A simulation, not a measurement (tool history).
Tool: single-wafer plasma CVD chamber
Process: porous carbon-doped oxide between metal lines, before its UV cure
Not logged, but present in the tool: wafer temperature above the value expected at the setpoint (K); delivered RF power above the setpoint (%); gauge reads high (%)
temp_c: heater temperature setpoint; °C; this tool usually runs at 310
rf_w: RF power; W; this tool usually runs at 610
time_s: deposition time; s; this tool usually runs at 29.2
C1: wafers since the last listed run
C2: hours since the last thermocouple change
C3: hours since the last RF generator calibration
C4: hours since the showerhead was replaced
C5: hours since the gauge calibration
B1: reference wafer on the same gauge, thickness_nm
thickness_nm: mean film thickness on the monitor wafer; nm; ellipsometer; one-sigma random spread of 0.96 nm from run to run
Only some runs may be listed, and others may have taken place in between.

{"run": 1, "hour": 0.0, "temp_c": 310, "rf_w": 610, "time_s": 29.2, "C1": 0, "C2": 384.1, "C3": 1377.1, "C4": 4686.5, "C5": 2165.9, "B1": 184.048, "thickness_nm": 162.758}
{"run": 2, "hour": 63.2, "temp_c": 310, "rf_w": 610, "time_s": 29.2, "C1": 897, "C2": 447.3, "C3": 1440.3, "C4": 4749.7, "C5": 2229.1, "B1": 183.763, "thickness_nm": 163.886}
{"run": 3, "hour": 122.9, "temp_c": 310, "rf_w": 610, "time_s": 29.2, "C1": 847, "C2": 507, "C3": 1500, "C4": 4809.4, "C5": 2288.8, "B1": 184.087, "thickness_nm": 165.727}
{"run": 4, "hour": 188.1, "temp_c": 310, "rf_w": 610, "time_s": 29.2, "C1": 925, "C2": 572.2, "C3": 1565.2, "C4": 4874.6, "C5": 2354, "B1": 184.023, "thickness_nm": 166.121}
{"hour": 218.8, "done": "RF generator calibrated"}
{"run": 5, "hour": 274.6, "temp_c": 310, "rf_w": 610, "time_s": 29.2, "C1": 1114, "C2": 658.7, "C3": 55.8, "C4": 4961.1, "C5": 2440.5, "B1": 183.949, "thickness_nm": 171.539}
{"run": 6, "hour": 321.6, "temp_c": 301, "rf_w": 705, "time_s": 29.2, "C1": 667, "C2": 705.7, "C3": 102.8, "C4": 5008.1, "C5": 2487.5, "B1": 183.694, "thickness_nm": 194.291}
{"run": 7, "hour": 415.2, "temp_c": 301, "rf_w": 705, "time_s": 29.2, "C1": 1328, "C2": 799.3, "C3": 196.4, "C4": 5101.7, "C5": 2581.1, "B1": 184.068, "thickness_nm": 192.845}
{"run": 8, "hour": 512.1, "temp_c": 310, "rf_w": 610, "time_s": 29.2, "C1": 1375, "C2": 896.2, "C3": 293.3, "C4": 5198.6, "C5": 2678, "B1": 184.16, "thickness_nm": 170.309}
{"run": 9, "hour": 556.6, "temp_c": 310, "rf_w": 610, "time_s": 29.2, "C1": 631, "C2": 940.7, "C3": 337.8, "C4": 5243.1, "C5": 2722.5, "B1": 183.737, "thickness_nm": 168.721}
{"run": 10, "hour": 637.1, "temp_c": 310, "rf_w": 610, "time_s": 29.2, "C1": 1142, "C2": 1021.2, "C3": 418.3, "C4": 5323.6, "C5": 2803, "B1": 184.171, "thickness_nm": 167.374}
{"run": 11, "hour": 695.1, "temp_c": 310, "rf_w": 520, "time_s": 29.2, "C1": 823, "C2": 1079.2, "C3": 476.3, "C4": 5381.6, "C5": 2861, "B1": 183.966, "thickness_nm": 153.196}
{"run": 12, "hour": 768.4, "temp_c": 310, "rf_w": 520, "time_s": 29.2, "C1": 1040, "C2": 1152.5, "C3": 549.6, "C4": 5454.9, "C5": 2934.3, "B1": 183.785, "thickness_nm": 151.44}
{"run": 13, "hour": 818.7, "temp_c": 310, "rf_w": 520, "time_s": 29.2, "C1": 714, "C2": 1202.8, "C3": 599.9, "C4": 5505.2, "C5": 2984.6, "B1": 184.041, "thickness_nm": 151.517}
{"hour": 873.4, "done": "gauge calibrated"}
{"run": 14, "hour": 922.7, "temp_c": 310, "rf_w": 610, "time_s": 29.2, "C1": 1476, "C2": 1306.8, "C3": 703.9, "C4": 5609.2, "C5": 49.3, "B1": 184.244, "thickness_nm": 167.453}
{"run": 15, "hour": 974.4, "temp_c": 310, "rf_w": 640, "time_s": 29.2, "C1": 734, "C2": 1358.5, "C3": 755.6, "C4": 5660.9, "C5": 101, "B1": 184.022, "thickness_nm": 173.099}
{"hour": 1079.0, "done": "showerhead replaced"}
{"run": 16, "hour": 1081.3, "temp_c": 310, "rf_w": 640, "time_s": 29.2, "C1": 1404, "C2": 1465.4, "C3": 862.5, "C4": 2.3, "C5": 207.9, "B1": 183.999, "thickness_nm": 170.628}
{"run": 17, "hour": 1140.7, "temp_c": 310, "rf_w": 610, "time_s": 29.2, "C1": 843, "C2": 1524.8, "C3": 921.9, "C4": 61.7, "C5": 267.3, "B1": 184.08, "thickness_nm": 168.334}
{"run": 18, "hour": 1229.5, "temp_c": 310, "rf_w": 510, "time_s": 29.2, "C1": 1260, "C2": 1613.6, "C3": 1010.7, "C4": 150.5, "C5": 356.1, "B1": 184.173, "thickness_nm": 149.938}
{"run": 19, "hour": 1325.4, "temp_c": 310, "rf_w": 610, "time_s": 29.2, "C1": 1361, "C2": 1709.5, "C3": 1106.6, "C4": 246.4, "C5": 452, "B1": 184.061, "thickness_nm": 164.574}
{"run": 20, "hour": 1369.3, "temp_c": 310, "rf_w": 610, "time_s": 29.2, "C1": 623, "C2": 1753.4, "C3": 1150.5, "C4": 290.3, "C5": 495.9, "B1": 184.248, "thickness_nm": 166.594}
{"hour": 1382.8, "done": "thermocouple changed; heater temperature recalibrated"}
{"run": 21, "hour": 1408.4, "temp_c": 315, "rf_w": 610, "time_s": 26.6, "C1": 441, "C2": 25.6, "C3": 1189.6, "C4": 329.4, "C5": 535, "B1": 183.712, "thickness_nm": 145.205}
{"run": 22, "hour": 1509.3, "temp_c": 303, "rf_w": 610, "time_s": 29.2, "C1": 1432, "C2": 126.5, "C3": 1290.5, "C4": 430.3, "C5": 635.9, "B1": 184.03, "thickness_nm": 170.82}
{"run": 23, "hour": 1555.1, "temp_c": 322, "rf_w": 610, "time_s": 25.3, "C1": 650, "C2": 172.3, "C3": 1336.3, "C4": 476.1, "C5": 681.7, "B1": 183.653, "thickness_nm": 134.859}
{"run": 24, "hour": 1639.7, "temp_c": 310, "rf_w": 610, "time_s": 29.2, "C1": 1201, "C2": 256.9, "C3": 1420.9, "C4": 560.7, "C5": 766.3, "B1": 183.656, "thickness_nm": 163.187}
{"run": 25, "hour": 1685.3, "temp_c": 316, "rf_w": 610, "time_s": 34.8, "C1": 647, "C2": 302.5, "C3": 1466.5, "C4": 606.3, "C5": 811.9, "B1": 183.99, "thickness_nm": 187.737}
{"hour": 1736.1, "done": "RF generator calibrated"}
{"run": 26, "hour": 1781.9, "temp_c": 310, "rf_w": 500, "time_s": 29.2, "C1": 1258, "C2": 399.1, "C3": 45.8, "C4": 702.9, "C5": 908.5, "B1": 184.274, "thickness_nm": 149.569}
{"run": 27, "hour": 1923.0, "temp_c": 310, "rf_w": 610, "time_s": 29.2, "C1": 2003, "C2": 540.2, "C3": 186.9, "C4": 844, "C5": 1049.6, "B1": 184.056, "thickness_nm": 169.8}
{"run": 28, "hour": 1967.3, "temp_c": 303, "rf_w": 610, "time_s": 33.3, "C1": 629, "C2": 584.5, "C3": 231.2, "C4": 888.3, "C5": 1093.9, "B1": 184.046, "thickness_nm": 196.23}
{"run": 29, "hour": 2045.4, "temp_c": 310, "rf_w": 610, "time_s": 29.2, "C1": 1108, "C2": 662.6, "C3": 309.3, "C4": 966.4, "C5": 1172, "B1": 183.675, "thickness_nm": 167.231}
{"run": 30, "hour": 2145.2, "temp_c": 316, "rf_w": 495, "time_s": 23.9, "C1": 1417, "C2": 762.4, "C3": 409.1, "C4": 1066.2, "C5": 1271.8, "B1": 183.885, "thickness_nm": 118.711}
{"run": 31, "hour": 2342.5, "temp_c": 310, "rf_w": 510, "time_s": 29.2, "C1": 2801, "C2": 959.7, "C3": 606.4, "C4": 1263.5, "C5": 1469.1, "B1": 183.513, "thickness_nm": 148.342}
{"run": 32, "hour": 2398.2, "temp_c": 310, "rf_w": 555, "time_s": 29.2, "C1": 790, "C2": 1015.4, "C3": 662.1, "C4": 1319.2, "C5": 1524.8, "B1": 183.862, "thickness_nm": 157.954}
{"run": 33, "hour": 2478.4, "temp_c": 310, "rf_w": 490, "time_s": 29.2, "C1": 1138, "C2": 1095.6, "C3": 742.3, "C4": 1399.4, "C5": 1605, "B1": 183.746, "thickness_nm": 143.932}

Each row is a separate what-if for the run after 33, all from the same tool condition, not one after another. Results?
{"run": "A", "hour": 2478.8, "temp_c": 310, "rf_w": 610, "time_s": 33.7, "C1": 5, "C2": 1096, "C3": 742.7, "C4": 1399.8, "C5": 1605.4, "B1": "?", "thickness_nm": "?"}
{"run": "B", "hour": 2478.8, "temp_c": 316, "rf_w": 610, "time_s": 32.4, "C1": 5, "C2": 1096, "C3": 742.7, "C4": 1399.8, "C5": 1605.4, "B1": "?", "thickness_nm": "?"}
{"run": "C", "hour": 2478.8, "temp_c": 315, "rf_w": 610, "time_s": 33, "C1": 5, "C2": 1096, "C3": 742.7, "C4": 1399.8, "C5": 1605.4, "B1": "?", "thickness_nm": "?"}

run=A B1=184.083 thickness_nm=189.544
run=B B1=184.083 thickness_nm=177.293
run=C B1=184.083 thickness_nm=181.321
Had the tool no hidden state, the same runs would have come out as:
run=A thickness_nm=192.332
run=B thickness_nm=180.067
run=C thickness_nm=184.147
